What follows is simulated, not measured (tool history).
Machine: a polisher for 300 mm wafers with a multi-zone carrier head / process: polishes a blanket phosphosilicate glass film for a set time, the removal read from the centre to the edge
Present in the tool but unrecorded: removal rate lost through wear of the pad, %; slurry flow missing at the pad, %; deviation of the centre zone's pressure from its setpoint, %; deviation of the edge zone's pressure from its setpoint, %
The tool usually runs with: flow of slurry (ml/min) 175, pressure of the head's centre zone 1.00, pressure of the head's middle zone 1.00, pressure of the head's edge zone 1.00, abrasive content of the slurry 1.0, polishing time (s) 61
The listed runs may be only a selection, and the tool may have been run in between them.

| run | hour | flow of slurry (ml/min) | pressure of the head's centre zone | pressure of the head's middle zone | pressure of the head's edge zone | abrasive content of the slurry | polishing time (s) | wafers since the last listed run | wafers polished on this pad | hours since the slurry nozzle was cleaned | hours since the centre zone pressure was calibrated | hours since the edge zone pressure was calibrated | hours since the carrier head's membrane was replaced | incoming thickness of the incoming film, nm | film removed at the wafer's centre (nm) | film removed at mid-radius (nm) | film removed at the wafer's edge (nm) |
|---|---|---|---|---|---|---|---|---|---|---|---|---|---|---|---|---|---|
| 1 | 0.0 | 175 | 1.00 | 1.00 | 1.00 | 1.0 | 61 | 0 | 482 | 210.4 | 422.1 | 212.3 | 705.0 | 3621.1 | 549.3 | 529.4 | 550.9 |
| 2 | 44.3 | 175 | 0.92 | 1.00 | 1.00 | 1.0 | 61 | 399 | 882 | 254.7 | 466.4 | 256.6 | 749.3 | 3674.6 | 524.2 | 531.7 | 544.4 |
| 3 | 80.4 | 175 | 0.92 | 1.00 | 1.00 | 1.0 | 61 | 325 | 1207 | 290.8 | 502.5 | 292.7 | 785.4 | 3697.5 | 520.3 | 531.4 | 554.0 |
| 4 | 143.2 | 155 | 1.00 | 1.00 | 1.00 | 1.0 | 45 | 566 | 1774 | 353.6 | 565.3 | 355.5 | 848.2 | 3648.2 | 417.5 | 377.3 | 383.3 |
|  | 213.3 | centre zone pressure recalibrated |
|  | 214.9 | carrier head's membrane replaced by a new one |
| 5 | 224.4 | 175 | 1.00 | 1.00 | 1.00 | 0.7 | 48 | 699 | 2473 | 434.8 | 11.1 | 436.7 | 9.5 | 3610.4 | 316.8 | 318.8 | 327.4 |
| 6 | 272.9 | 175 | 1.00 | 1.00 | 1.00 | 1.0 | 61 | 437 | 2911 | 483.3 | 59.6 | 485.2 | 58.0 | 3592.9 | 509.1 | 516.4 | 532.7 |
|  | 318.9 | slurry nozzle cleaned |
| 7 | 368.3 | 150 | 1.00 | 0.93 | 1.00 | 1.0 | 44 | 851 | 3762 | 49.4 | 155.0 | 580.6 | 153.4 | 3694.7 | 378.7 | 356.3 | 386.1 |
| 8 | 473.3 | 220 | 0.96 | 0.97 | 0.94 | 1.0 | 61 | 947 | 4709 | 154.4 | 260.0 | 685.6 | 258.4 | 3677.8 | 548.4 | 541.7 | 550.8 |
|  | 547.3 | worn pad replaced by a new one |
| 9 | 575.2 | 175 | 1.00 | 1.00 | 1.00 | 1.0 | 61 | 883 | 251 | 256.3 | 361.9 | 787.5 | 360.3 | 3700.8 | 541.6 | 540.7 | 543.7 |
| 10 | 625.0 | 175 | 1.11 | 1.09 | 0.93 | 1.0 | 44 | 449 | 701 | 306.1 | 411.7 | 837.3 | 410.1 | 3700.3 | 440.0 | 406.9 | 380.2 |
|  | 707.5 | centre zone pressure recalibrated |
| 11 | 747.6 | 150 | 1.00 | 0.93 | 1.00 | 1.0 | 44 | 1087 | 1788 | 428.7 | 40.1 | 959.9 | 532.7 | 3633.3 | 363.7 | 344.3 | 374.2 |
|  | 819.2 | slurry nozzle cleaned |
| 12 | 843.7 | 175 | 1.00 | 1.00 | 1.00 | 1.0 | 61 | 857 | 2646 | 24.5 | 136.2 | 1056.0 | 628.8 | 3686.8 | 555.5 | 540.2 | 553.5 |
| 13 | 934.0 | 175 | 1.00 | 1.00 | 1.00 | 0.7 | 48 | 814 | 3461 | 114.8 | 226.5 | 1146.3 | 719.1 | 3610.4 | 344.6 | 333.3 | 338.9 |
|  | 992.9 | edge zone pressure recalibrated |
| 14 | 1036.0 | 195 | 0.90 | 0.88 | 1.00 | 1.2 | 61 | 901 | 4363 | 216.8 | 328.5 | 43.1 | 821.1 | 3630.9 | 569.5 | 547.1 | 604.6 |
|  | 1056.7 | worn pad replaced by a new one |
| 15 | 1132.9 | 235 | 1.00 | 1.04 | 1.00 | 1.0 | 61 | 837 | 686 | 313.7 | 425.4 | 140.0 | 918.0 | 3612.8 | 601.5 | 579.2 | 545.8 |
|  | 1190.9 | carrier head's membrane replaced by a new one |
| 16 | 1235.0 | 175 | 1.06 | 0.95 | 1.00 | 1.0 | 46 | 875 | 1562 | 415.8 | 527.5 | 242.1 | 44.1 | 3696.0 | 454.2 | 378.6 | 414.9 |
| 17 | 1280.5 | 155 | 1.00 | 0.91 | 1.00 | 1.0 | 61 | 410 | 1973 | 461.3 | 573.0 | 287.6 | 89.6 | 3654.6 | 569.4 | 473.0 | 517.0 |
|  | 1311.7 | centre zone pressure recalibrated |
|  | 1337.3 | slurry nozzle cleaned |
| 18 | 1368.3 | 175 | 1.00 | 1.00 | 1.11 | 0.9 | 61 | 764 | 2738 | 31.0 | 56.6 | 375.4 | 177.4 | 3667.7 | 501.2 | 513.4 | 533.1 |

Forecast run 19:
| 19 | 1441.8 | 235 | 1.00 | 1.00 | 1.00 | 1.0 | 61 | 662 | 3400 | 104.5 | 130.1 | 448.9 | 250.9 | 3647.2 | ? | ? | ? |

Run 19 measured film removed at the wafer's centre (nm) 562.2, film removed at mid-radius (nm) 561.7, film removed at the wafer's edge (nm) 549.4.
Minus the tool's unlogged condition, the same run would have read film removed at the wafer's centre (nm) 565.8, film removed at mid-radius (nm) 564.6, film removed at the wafer's edge (nm) 551.5.
